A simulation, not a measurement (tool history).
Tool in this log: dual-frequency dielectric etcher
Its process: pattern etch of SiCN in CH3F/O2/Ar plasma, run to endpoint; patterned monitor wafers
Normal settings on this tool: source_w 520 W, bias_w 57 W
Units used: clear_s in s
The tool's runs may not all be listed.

run   hour  source_w  bias_w  incoming incoming film thickness, nm  clear_s
  1    0.0       520      57                                  6.91     17.3
  2   22.9       520      57                                  6.86     17.1
  3  106.5       520      57                                  6.93     17.2
  4  123.9       520      57                                  6.82     17.0
     168.2  -- wet clean of the chamber
  5  168.7       520      57                                  6.86     17.3
  6  169.0       520      57                                  6.92     17.4
  7  181.1       520      57                                  6.82     17.1
  8  196.2       520      57                                  6.93     17.4
  9  213.5       520      57                                  6.91     17.3
 10  228.0       520      57                                  6.89     17.2
 11  260.3       520      57                                  6.88     17.3
 12  288.7       520      50                                  6.89     18.2
 13  304.0       520      50                                  6.83     18.1
 14  318.3       520      50                                  6.84     17.9
 15  345.0       520      57                                  6.87     17.1
 16  367.6       440      67                                  6.96     17.4
     372.1  -- bias power generator calibrated
     430.3  -- upper electrode replaced
 17  434.0       440      53                                  6.96     19.3
 18  453.0       450      48                                  6.88     19.6
     461.8  -- source power generator calibrated
 19  480.4       520      57                                  6.89     17.1
 20  548.7       420      46                                  6.90     20.4
     580.1  -- wet clean of the chamber
 21  580.6       420      49                                  6.93     20.3
 22  581.0       520      57                                  6.95     17.5
 23  595.2       520      43                                  6.92     19.4
 24  614.8       520      57                                  6.89     17.2
 25  631.9       520      62                                  6.87     16.6
 26  652.8       550      57                                  6.86     16.7
 27  670.9       470      57                                  6.86     18.0
 28  738.6       520      57                                  6.89     17.2
 29  765.1       590      63                                  6.90     15.8
 30  785.7       460      70                                  6.88     16.6

Consider 3 possible next runs. They are alternatives, not a sequence: every one starts from the tool as it was left by run 30. What does each give?
  A  786.1       620      57                                  6.90        ?
  B  786.1       390      68                                  6.90        ?
  C  786.1       410      52                                  6.90        ?

run  clear_s
  A     16.1
  B     18.2
  C     20.0
Stripped of hidden state, with their random variation kept, the same runs would have yielded:
run  clear_s
  A     16.2
  B     18.3
  C     20.1
